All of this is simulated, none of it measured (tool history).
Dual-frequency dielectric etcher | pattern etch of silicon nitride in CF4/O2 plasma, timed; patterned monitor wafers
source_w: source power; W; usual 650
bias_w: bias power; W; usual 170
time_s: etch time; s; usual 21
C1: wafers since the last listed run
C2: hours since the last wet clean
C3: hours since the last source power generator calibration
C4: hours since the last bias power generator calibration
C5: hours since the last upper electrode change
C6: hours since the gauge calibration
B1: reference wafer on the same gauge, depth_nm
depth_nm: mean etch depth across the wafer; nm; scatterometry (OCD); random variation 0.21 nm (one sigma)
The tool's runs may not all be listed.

Run 1, hour 0: usual settings; C1 0; C2 0.5; C3 538; C4 936.5; C5 2419.5; C6 1237.2; B1 45.3. Result: depth_nm 50.8 nm.
Run 2, hour 96.1: usual settings; C1 1984; C2 96.6; C3 634.1; C4 1032.6; C5 2515.6; C6 1333.3; B1 45.3. Result: depth_nm 51.1 nm.
Run 3, hour 329.9: usual settings; C1 4829; C2 330.4; C3 867.9; C4 1266.4; C5 2749.4; C6 1567.1; B1 45.3. Result: depth_nm 50.7 nm.
Run 4, hour 420.1: usual settings but time_s 23 s; C1 1863; C2 420.6; C3 958.1; C4 1356.6; C5 2839.6; C6 1657.3; B1 45.3. Result: depth_nm 56 nm.
At hour 459.6: bias power generator calibrated.
Run 5, hour 493.4: usual settings but time_s 23 s; C1 1431; C2 493.9; C3 1031.4; C4 33.8; C5 2912.9; C6 1730.6; B1 45.2. Result: depth_nm 55.4 nm.
Run 6, hour 595.4: usual settings but time_s 23 s; C1 2106; C2 595.9; C3 1133.4; C4 135.8; C5 3014.9; C6 1832.6; B1 45.3. Result: depth_nm 55.7 nm.
Run 7, hour 647.6: usual settings but source_w 550 W, time_s 24.5 s; C1 1078; C2 648.1; C3 1185.6; C4 188; C5 3067.1; C6 1884.8; B1 45.3. Result: depth_nm 53.3 nm.
At hour 708.2: wet clean of the chamber.
Run 8, hour 739: usual settings but source_w 550 W, bias_w 153 W, time_s 19 s; C1 1392; C2 30.8; C3 1277; C4 279.4; C5 3158.5; C6 1976.2; B1 45.3. Result: depth_nm 39.9 nm.
Run 9, hour 834.9: usual settings; C1 1980; C2 126.7; C3 1372.9; C4 375.3; C5 3254.4; C6 2072.1; B1 45.3. Result: depth_nm 51.6 nm.
Run 10, hour 920.7: usual settings; C1 1772; C2 212.5; C3 1458.7; C4 461.1; C5 3340.2; C6 2157.9; B1 45.3. Result: depth_nm 51.3 nm.
Run 11, hour 993: usual settings but bias_w 142 W; C1 1493; C2 284.8; C3 1531; C4 533.4; C5 3412.5; C6 2230.2; B1 45.3. Result: depth_nm 48.1 nm.
Run 12, hour 1068.7: usual settings but source_w 500 W, bias_w 203 W, time_s 18 s; C1 1563; C2 360.5; C3 1606.7; C4 609.1; C5 3488.2; C6 2305.9; B1 45.3. Result: depth_nm 40.7 nm.
Run 13, hour 1322.4: usual settings but time_s 16 s; C1 5240; C2 614.2; C3 1860.4; C4 862.8; C5 3741.9; C6 2559.6; B1 45.3. Result: depth_nm 40 nm.
At hour 1399.4: source power generator calibrated.
At hour 1541.9: wet clean of the chamber.
Run 14, hour 1542.4: usual settings but source_w 770 W, bias_w 193 W, time_s 18 s; C1 3965; C2 0.5; C3 143; C4 1082.8; C5 3961.9; C6 2779.6; B1 45.3. Result: depth_nm 52 nm.
Run 15, hour 1581.5: usual settings but source_w 760 W, time_s 26 s; C1 807; C2 39.6; C3 182.1; C4 1121.9; C5 4001; C6 2818.7; B1 45.2. Result: depth_nm 70.4 nm.
Run 16, hour 1642.1: usual settings but source_w 590 W, bias_w 205 W, time_s 18 s; C1 1251; C2 100.2; C3 242.7; C4 1182.5; C5 4061.6; C6 2879.3; B1 45.2. Result: depth_nm 44.7 nm.
At hour 1643.9: gauge calibrated.
Run 17, hour 1715.8: usual settings; C1 1522; C2 173.9; C3 316.4; C4 1256.2; C5 4135.3; C6 71.9; B1 45.4. Result: depth_nm 50.5 nm.
At hour 1798.1: upper electrode replaced.
Run 18, hour 1798.6: usual settings; C1 1214; C2 256.7; C3 399.2; C4 1339; C5 0.5; C6 154.7; B1 45.3. Result: depth_nm 51.2 nm.
Run 19, hour 1881.8: usual settings but source_w 560 W, bias_w 190 W; C1 1718; C2 339.9; C3 482.4; C4 1422.2; C5 83.7; C6 237.9; B1 45.3. Result: depth_nm 48.8 nm.
Run 20, hour 1977.2: usual settings but source_w 510 W, bias_w 212 W; C1 1970; C2 435.3; C3 577.8; C4 1517.6; C5 179.1; C6 333.3; B1 45.3. Result: depth_nm 48.6 nm.
At hour 1991.1: bias power generator calibrated.
Run 21, hour 2060.7: usual settings but source_w 790 W; C1 1642; C2 518.8; C3 661.3; C4 69.6; C5 262.6; C6 416.8; B1 45.2. Result: depth_nm 57.3 nm.
Run 22, hour 2163.7: usual settings but bias_w 142 W; C1 2127; C2 621.8; C3 764.3; C4 172.6; C5 365.6; C6 519.8; B1 45.3. Result: depth_nm 47 nm.
Run 23, hour 2222.2: usual settings but source_w 720 W, bias_w 150 W, time_s 24.5 s; C1 1208; C2 680.3; C3 822.8; C4 231.1; C5 424.1; C6 578.3; B1 45.3. Result: depth_nm 59.7 nm.
Run 24, hour 2286: usual settings but source_w 580 W, bias_w 209 W, time_s 25 s; C1 1317; C2 744.1; C3 886.6; C4 294.9; C5 487.9; C6 642.1; B1 45.2. Result: depth_nm 61.2 nm.
At hour 2333.2: wet clean of the chamber.
Run 25, hour 2368.9: usual settings but source_w 510 W; C1 1216; C2 35.7; C3 969.5; C4 377.8; C5 570.8; C6 725; B1 45.3. Result: depth_nm 43.8 nm.
Run 26, hour 2432.9: usual settings but source_w 760 W, bias_w 206 W, time_s 18.5 s; C1 1321; C2 99.7; C3 1033.5; C4 441.8; C5 634.8; C6 789; B1 45.3. Result: depth_nm 54.3 nm.
Run 27, hour 2518: usual settings; C1 1757; C2 184.8; C3 1118.6; C4 526.9; C5 719.9; C6 874.1; B1 45.3. Result: depth_nm 51.6 nm.
Run 28, hour 2737.1: usual settings but bias_w 148 W, time_s 18.5 s; C1 4525; C2 403.9; C3 1337.7; C4 746; C5 939; C6 1093.2; B1 45.4. Result: depth_nm 42.7 nm.
Run 29, hour 2795.7: usual settings but time_s 19 s; C1 1210; C2 462.5; C3 1396.3; C4 804.6; C5 997.6; C6 1151.8; B1 45.3. Result: depth_nm 46.2 nm.

4 ways to go on from here, each from the tool as it stands after run 29. What would each give?
Run A, hour 2796.1: usual settings; C1 8; C2 462.9; C3 1396.7; C4 805; C5 998; C6 1152.2; B1 ?. Result: depth_nm ?.
Run B, hour 2796.1: usual settings but source_w 770 W; C1 8; C2 462.9; C3 1396.7; C4 805; C5 998; C6 1152.2; B1 ?. Result: depth_nm ?.
Run C, hour 2796.1: usual settings but time_s 18.5 s; C1 8; C2 462.9; C3 1396.7; C4 805; C5 998; C6 1152.2; B1 ?. Result: depth_nm ?.
Run D, hour 2796.1: usual settings but source_w 800 W, bias_w 189 W, time_s 25.5 s; C1 8; C2 462.9; C3 1396.7; C4 805; C5 998; C6 1152.2; B1 ?. Result: depth_nm ?.

run    B1  depth_nm
  A  45.3      51.5
  B  45.3      57.6
  C  45.3      45.3
  D  45.3      75.1
Without the tool's hidden state the same runs would have given:
run  depth_nm
  A      49.9
  B      55.8
  C      43.9
  D      72.8

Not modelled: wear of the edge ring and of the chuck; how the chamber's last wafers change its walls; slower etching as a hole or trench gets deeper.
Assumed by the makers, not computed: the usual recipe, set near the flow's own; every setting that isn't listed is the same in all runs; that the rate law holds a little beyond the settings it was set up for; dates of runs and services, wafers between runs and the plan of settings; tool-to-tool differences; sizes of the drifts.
